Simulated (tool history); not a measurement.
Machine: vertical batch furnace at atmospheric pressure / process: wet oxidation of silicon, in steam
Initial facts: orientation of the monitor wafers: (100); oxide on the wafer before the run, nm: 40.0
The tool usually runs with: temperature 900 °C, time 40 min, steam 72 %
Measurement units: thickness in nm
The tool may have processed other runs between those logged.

run	day	temperature	time	steam	read-back reference wafer on the same gauge, thickness	thickness
1	0	900	40	72	133.61	111.81
2	1.362	900	40	72	133.5	112.83
3	2.571	900	40	72	133.67	112.66
4	3.383	900	40	72	133.55	112.46
5	4.583	900	49	72	133.8	128.34
6	6.046	888	40	72	133.88	100.19
# day 6.738: gauge calibrated
7	7.171	888	40	72	132	99.45
8	8.567	888	40	72	132.46	98.9
9	9.542	900	34.5	72	132.41	101.57
10	10.838	900	34.5	72	132.49	102.01
11	12.192	900	40	81	132.66	120.08
12	13.462	900	40	72	132.82	111.7
13	14.071	912	48	82	132.68	153.89
# day 15.792: steam generator serviced
14	15.812	900	40	72	132.89	111.92
# day 16.912: thermocouples replaced and temperature profile calibrated
15	16.933	880	47	78	133.23	106.63
16	17.433	900	58	76	132.99	147.81
17	18.85	878	21	76	133.4	67.95
18	19.388	877	55	72	133.27	108.53
19	20.217	915	26.5	83	133.4	108.46
20	21.654	875	47	72	133.64	96.65

3 ways to go on from here, each from the tool as it stands after run 20. What would each give?
A	21.85	918	40	72	?	?
B	21.85	878	23	72	?	?
C	21.85	879	40	72	?	?

run	read-back reference wafer on the same gauge, thickness	thickness
A	133.59	132.24
B	133.59	68.91
C	133.59	91.37
The same runs, with their run-to-run variation unchanged, on a tool lacking any hidden condition would have given:
run	thickness
A	130.75
B	68.13
C	90.34
